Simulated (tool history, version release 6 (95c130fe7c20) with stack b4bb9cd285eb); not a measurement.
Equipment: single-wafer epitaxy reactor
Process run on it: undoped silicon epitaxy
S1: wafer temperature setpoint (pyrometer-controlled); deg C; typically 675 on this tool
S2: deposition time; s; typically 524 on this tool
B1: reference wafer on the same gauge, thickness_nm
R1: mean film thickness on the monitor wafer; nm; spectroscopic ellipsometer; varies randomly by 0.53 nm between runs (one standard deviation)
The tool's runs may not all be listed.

| run | hour | S1 | S2 | B1 | R1 |
|---|---|---|---|---|---|
| 1 | 0.0 | 675 | 476 | 132.134 | 115.306 |
| 2 | 15.8 | 675 | 476 | 131.901 | 113.858 |
| 3 | 23.3 | 675 | 476 | 131.974 | 114.434 |
| 4 | 34.6 | 675 | 524 | 131.941 | 126.495 |
| 5 | 42.8 | 675 | 524 | 131.929 | 125.795 |
| 6 | 53.5 | 675 | 524 | 132.106 | 125.627 |
| 7 | 65.1 | 675 | 482 | 132.044 | 115.082 |
| 8 | 102.4 | 675 | 473 | 132.097 | 112.220 |
| 9 | 111.9 | 675 | 473 | 132.025 | 111.838 |
| 10 | 126.4 | 675 | 571 | 132.013 | 135.836 |
| 11 | 137.6 | 675 | 571 | 131.956 | 134.482 |
|  | 153.3 | pyrometer calibrated |
| 12 | 153.8 | 669 | 588 | 131.925 | 136.336 |
| 13 | 162.4 | 669 | 588 | 131.967 | 134.935 |
| 14 | 168.6 | 669 | 588 | 132.002 | 135.226 |
|  | 172.7 | gauge calibrated |
| 15 | 184.6 | 675 | 524 | 132.190 | 139.113 |
| 16 | 197.6 | 690 | 627 | 132.093 | 235.073 |
| 17 | 213.0 | 675 | 596 | 131.849 | 158.486 |
| 18 | 229.4 | 665 | 597 | 132.062 | 124.803 |
| 19 | 237.9 | 675 | 571 | 131.888 | 150.811 |
| 20 | 247.4 | 660 | 578 | 131.979 | 106.697 |
| 21 | 261.1 | 666 | 447 | 132.008 | 96.161 |
| 22 | 310.1 | 684 | 455 | 132.063 | 149.208 |
| 23 | 316.4 | 675 | 524 | 132.014 | 139.838 |
| 24 | 323.3 | 675 | 524 | 131.936 | 139.178 |
| 25 | 330.8 | 669 | 468 | 131.995 | 107.802 |
| 26 | 340.7 | 680 | 494 | 132.018 | 148.203 |

What was the tool's hidden state at every run in the log?
gauge reads high (%): 0 on each run
H1: wafer temperature above the value expected at the setpoint (K)
| run | H1 |
|---|---|
| 1 | -4.9 |
| 2 | -4.98 |
| 3 | -5.02 |
| 4 | -5.08 |
| 5 | -5.13 |
| 6 | -5.18 |
| 7 | -5.25 |
| 8 | -5.45 |
| 9 | -5.51 |
| 10 | -5.59 |
| 11 | -5.65 |
| 12 | -0.728 |
| 13 | -0.728 |
| 14 | -0.728 |
| 15 | -0.729 |
| 16 | -0.731 |
| 17 | -0.734 |
| 18 | -0.737 |
| 19 | -0.739 |
| 20 | -0.742 |
| 21 | -0.747 |
| 22 | -0.767 |
| 23 | -0.771 |
| 24 | -0.774 |
| 25 | -0.779 |
| 26 | -0.784 |

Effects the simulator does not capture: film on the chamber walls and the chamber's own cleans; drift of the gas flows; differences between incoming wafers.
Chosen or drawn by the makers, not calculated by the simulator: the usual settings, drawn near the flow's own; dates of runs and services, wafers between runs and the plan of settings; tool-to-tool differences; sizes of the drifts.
